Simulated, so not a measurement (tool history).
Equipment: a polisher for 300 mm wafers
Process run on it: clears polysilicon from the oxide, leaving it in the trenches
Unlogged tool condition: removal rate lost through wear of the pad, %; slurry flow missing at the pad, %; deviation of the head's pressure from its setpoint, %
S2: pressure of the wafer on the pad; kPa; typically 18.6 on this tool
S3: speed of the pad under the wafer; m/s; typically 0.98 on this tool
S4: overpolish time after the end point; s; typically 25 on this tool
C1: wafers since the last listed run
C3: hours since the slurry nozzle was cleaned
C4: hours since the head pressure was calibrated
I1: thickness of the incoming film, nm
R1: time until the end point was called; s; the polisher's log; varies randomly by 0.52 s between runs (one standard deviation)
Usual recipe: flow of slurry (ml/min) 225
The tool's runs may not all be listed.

{"run": 1, "day": 0.0, "flow of slurry (ml/min)": 225, "S2": 23.4, "S3": 0.98, "S4": 35, "C1": 0, "wafers polished on this pad": 1480, "C3": 280.4, "C4": 808, "I1": 594.5, "R1": 41.1}
{"day": 2.454, "done": "worn pad replaced by a new one"}
{"run": 2, "day": 4.45, "flow of slurry (ml/min)": 225, "S2": 18.6, "S3": 0.98, "S4": 25, "C1": 619, "wafers polished on this pad": 288, "C3": 387.2, "C4": 914.8, "I1": 597, "R1": 53.9}
{"run": 3, "day": 7.012, "flow of slurry (ml/min)": 225, "S2": 18.6, "S3": 0.98, "S4": 25, "C1": 370, "wafers polished on this pad": 658, "C3": 448.7, "C4": 976.3, "I1": 586, "R1": 52.8}
{"run": 4, "day": 10.083, "flow of slurry (ml/min)": 225, "S2": 18.6, "S3": 0.98, "S4": 25, "C1": 443, "wafers polished on this pad": 1102, "C3": 522.4, "C4": 1050, "I1": 586.5, "R1": 53.4}
{"day": 11.488, "done": "head pressure recalibrated"}
{"run": 5, "day": 14.529, "flow of slurry (ml/min)": 225, "S2": 18.6, "S3": 0.98, "S4": 25, "C1": 630, "wafers polished on this pad": 1733, "C3": 629.1, "C4": 73, "I1": 590, "R1": 50.4}
{"day": 15.329, "done": "worn pad replaced by a new one"}
{"run": 6, "day": 17.196, "flow of slurry (ml/min)": 225, "S2": 18.6, "S3": 0.98, "S4": 25, "C1": 361, "wafers polished on this pad": 269, "C3": 693.1, "C4": 137, "I1": 591.6, "R1": 51.1}
{"day": 18.617, "done": "slurry nozzle cleaned"}
{"run": 7, "day": 18.754, "flow of slurry (ml/min)": 225, "S2": 18.6, "S3": 0.98, "S4": 25, "C1": 219, "wafers polished on this pad": 489, "C3": 3.3, "C4": 174.4, "I1": 584.4, "R1": 46.7}
{"run": 8, "day": 21.588, "flow of slurry (ml/min)": 175, "S2": 18.6, "S3": 0.98, "S4": 16, "C1": 409, "wafers polished on this pad": 898, "C3": 71.3, "C4": 242.4, "I1": 587.1, "R1": 49.8}
{"run": 9, "day": 24.525, "flow of slurry (ml/min)": 225, "S2": 18.6, "S3": 0.98, "S4": 25, "C1": 424, "wafers polished on this pad": 1323, "C3": 141.8, "C4": 312.9, "I1": 603.2, "R1": 50.3}
{"run": 10, "day": 27.221, "flow of slurry (ml/min)": 190, "S2": 18.6, "S3": 0.98, "S4": 25, "C1": 389, "wafers polished on this pad": 1713, "C3": 206.5, "C4": 377.6, "I1": 588, "R1": 50.2}
{"day": 29.762, "done": "worn pad replaced by a new one"}
{"run": 11, "day": 31.621, "flow of slurry (ml/min)": 225, "S2": 18.6, "S3": 0.98, "S4": 25, "C1": 612, "wafers polished on this pad": 268, "C3": 312.1, "C4": 483.2, "I1": 601.1, "R1": 52.1}
{"run": 12, "day": 34.571, "flow of slurry (ml/min)": 260, "S2": 18.6, "S3": 0.82, "S4": 32, "C1": 426, "wafers polished on this pad": 695, "C3": 382.9, "C4": 554, "I1": 593.5, "R1": 60.4}
{"run": 13, "day": 37.983, "flow of slurry (ml/min)": 255, "S2": 18.6, "S3": 0.98, "S4": 25, "C1": 493, "wafers polished on this pad": 1188, "C3": 464.8, "C4": 635.9, "I1": 590, "R1": 51.2}
{"run": 14, "day": 39.517, "flow of slurry (ml/min)": 190, "S2": 21.4, "S3": 0.76, "S4": 25, "C1": 221, "wafers polished on this pad": 1410, "C3": 501.6, "C4": 672.7, "I1": 583.7, "R1": 61.1}
{"run": 15, "day": 41.167, "flow of slurry (ml/min)": 225, "S2": 13.8, "S3": 1.18, "S4": 38, "C1": 238, "wafers polished on this pad": 1648, "C3": 541.2, "C4": 712.3, "I1": 589.9, "R1": 59.1}
{"day": 43.662, "done": "slurry nozzle cleaned"}
{"day": 43.762, "done": "worn pad replaced by a new one"}
{"day": 49.762, "done": "head pressure recalibrated"}
{"run": 16, "day": 52.7, "flow of slurry (ml/min)": 175, "S2": 18.6, "S3": 0.98, "S4": 25, "C1": 1634, "wafers polished on this pad": 1279, "C3": 216.9, "C4": 70.5, "I1": 578.4, "R1": 51.7}
{"day": 57.125, "done": "worn pad replaced by a new one"}
{"run": 17, "day": 57.146, "flow of slurry (ml/min)": 290, "S2": 18.6, "S3": 0.98, "S4": 35, "C1": 618, "wafers polished on this pad": 3, "C3": 323.6, "C4": 177.2, "I1": 593.1, "R1": 49.1}
{"run": 18, "day": 60.992, "flow of slurry (ml/min)": 225, "S2": 18.6, "S3": 0.98, "S4": 14, "C1": 555, "wafers polished on this pad": 559, "C3": 415.9, "C4": 269.5, "I1": 582.2, "R1": 50.6}
{"run": 19, "day": 65.471, "flow of slurry (ml/min)": 185, "S2": 21.4, "S3": 0.98, "S4": 33, "C1": 647, "wafers polished on this pad": 1206, "C3": 523.4, "C4": 377, "I1": 586.7, "R1": 48}
{"run": 20, "day": 68.204, "flow of slurry (ml/min)": 225, "S2": 18.6, "S3": 0.98, "S4": 25, "C1": 395, "wafers polished on this pad": 1601, "C3": 589, "C4": 442.6, "I1": 593.9, "R1": 53.4}
{"day": 70.588, "done": "worn pad replaced by a new one"}
{"day": 71.446, "done": "slurry nozzle cleaned"}
{"run": 21, "day": 71.542, "flow of slurry (ml/min)": 170, "S2": 18.6, "S3": 0.98, "S4": 11, "C1": 452, "wafers polished on this pad": 131, "C3": 2.3, "C4": 522.7, "I1": 587.1, "R1": 49.6}

4 ways to go on from here, each from the tool as it stands after run 21. What would each give?
{"run": "A", "day": 71.558, "flow of slurry (ml/min)": 225, "S2": 18.6, "S3": 0.98, "S4": 25, "C1": 2, "wafers polished on this pad": 134, "C3": 2.7, "C4": 523.1, "I1": 590.7, "R1": "?"}
{"run": "B", "day": 71.558, "flow of slurry (ml/min)": 225, "S2": 18.6, "S3": 0.68, "S4": 30, "C1": 2, "wafers polished on this pad": 134, "C3": 2.7, "C4": 523.1, "I1": 590.7, "R1": "?"}
{"run": "C", "day": 71.558, "flow of slurry (ml/min)": 225, "S2": 18.6, "S3": 0.98, "S4": 21, "C1": 2, "wafers polished on this pad": 134, "C3": 2.7, "C4": 523.1, "I1": 590.7, "R1": "?"}
{"run": "D", "day": 71.558, "flow of slurry (ml/min)": 290, "S2": 20.7, "S3": 0.98, "S4": 39, "C1": 2, "wafers polished on this pad": 134, "C3": 2.7, "C4": 523.1, "I1": 590.7, "R1": "?"}

run=A R1=48.1
run=B R1=69.3
run=C R1=48.1
run=D R1=42
Stripped of hidden state, with their random variation kept, the same runs would have yielded:
run=A R1=45.7
run=B R1=65.9
run=C R1=45.7
run=D R1=40
